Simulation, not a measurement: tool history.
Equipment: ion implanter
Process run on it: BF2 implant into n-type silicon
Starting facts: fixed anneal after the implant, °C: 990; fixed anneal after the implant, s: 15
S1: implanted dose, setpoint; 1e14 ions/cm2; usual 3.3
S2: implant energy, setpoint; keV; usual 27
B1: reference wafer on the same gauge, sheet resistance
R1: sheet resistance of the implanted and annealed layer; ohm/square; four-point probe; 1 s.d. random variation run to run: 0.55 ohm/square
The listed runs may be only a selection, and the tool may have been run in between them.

run 1 hour=0 | S1=3.78 S2=27 | B1=313.1 | R1=341.54
run 2 hour=6.1 | S1=3.89 S2=34 | B1=312.99 | R1=326.27
run 3 hour=20.3 | S1=3.9 S2=27 | B1=313 | R1=333.4
run 4 hour=33.7 | S1=3.9 S2=27 | B1=312.98 | R1=333.33
-- hour=52.6 gauge calibrated
-- hour=82.1 extraction supply calibrated
run 5 hour=82.6 | S1=2.88 S2=27 | B1=312.97 | R1=428.62
run 6 hour=86.4 | S1=2.88 S2=27 | B1=312.96 | R1=429.25
run 7 hour=95.6 | S1=3.3 S2=27 | B1=312.95 | R1=382.32
run 8 hour=102.7 | S1=2.54 S2=32.5 | B1=312.99 | R1=470.23
run 9 hour=109.9 | S1=2.54 S2=32.5 | B1=312.93 | R1=471.53
run 10 hour=127.1 | S1=3.3 S2=31 | B1=313.05 | R1=379.49
run 11 hour=135.1 | S1=3.3 S2=31 | B1=313.02 | R1=379.53
run 12 hour=143.9 | S1=2.87 S2=22.5 | B1=312.97 | R1=435.48
-- hour=156.9 Faraday cup replaced and dose calibrated
run 13 hour=157.4 | S1=2.53 S2=33.5 | B1=313.02 | R1=454.25
run 14 hour=160.7 | S1=3.02 S2=27 | B1=313.17 | R1=395
run 15 hour=178.3 | S1=2.69 S2=20 | B1=313.08 | R1=445.61
-- hour=179.9 gauge calibrated
run 16 hour=194.7 | S1=3.62 S2=27 | B1=313.1 | R1=340.85
run 17 hour=205.6 | S1=3.63 S2=24.5 | B1=313.01 | R1=344.75
run 18 hour=213.1 | S1=3.3 S2=27 | B1=312.93 | R1=369.74
run 19 hour=223.8 | S1=2.76 S2=27 | B1=312.97 | R1=428.49
run 20 hour=235.6 | S1=3.3 S2=27 | B1=313.01 | R1=368.98
run 21 hour=249 | S1=2.39 S2=21 | B1=312.86 | R1=492.75
run 22 hour=260.1 | S1=3.3 S2=27 | B1=312.89 | R1=368.58
run 23 hour=267.4 | S1=3.3 S2=27 | B1=313.03 | R1=369.89

Below are 4 alternative next runs, each starting from the tool's condition after run 23. Predict each:
run A hour=267.8 | S1=3.3 S2=27 | B1=? | R1=?
run B hour=267.8 | S1=3.3 S2=33 | B1=? | R1=?
run C hour=267.8 | S1=3.03 S2=18.5 | B1=? | R1=?
run D hour=267.8 | S1=2.89 S2=30.5 | B1=? | R1=?

run=A B1=312.99 R1=370.3
run=B B1=312.99 R1=365.06
run=C B1=312.99 R1=411.68
run=D B1=312.99 R1=411.13
Without the tool's unlogged condition, the same runs would have read:
run=A R1=365.83
run=B R1=360.45
run=C R1=407.09
run=D R1=406.09
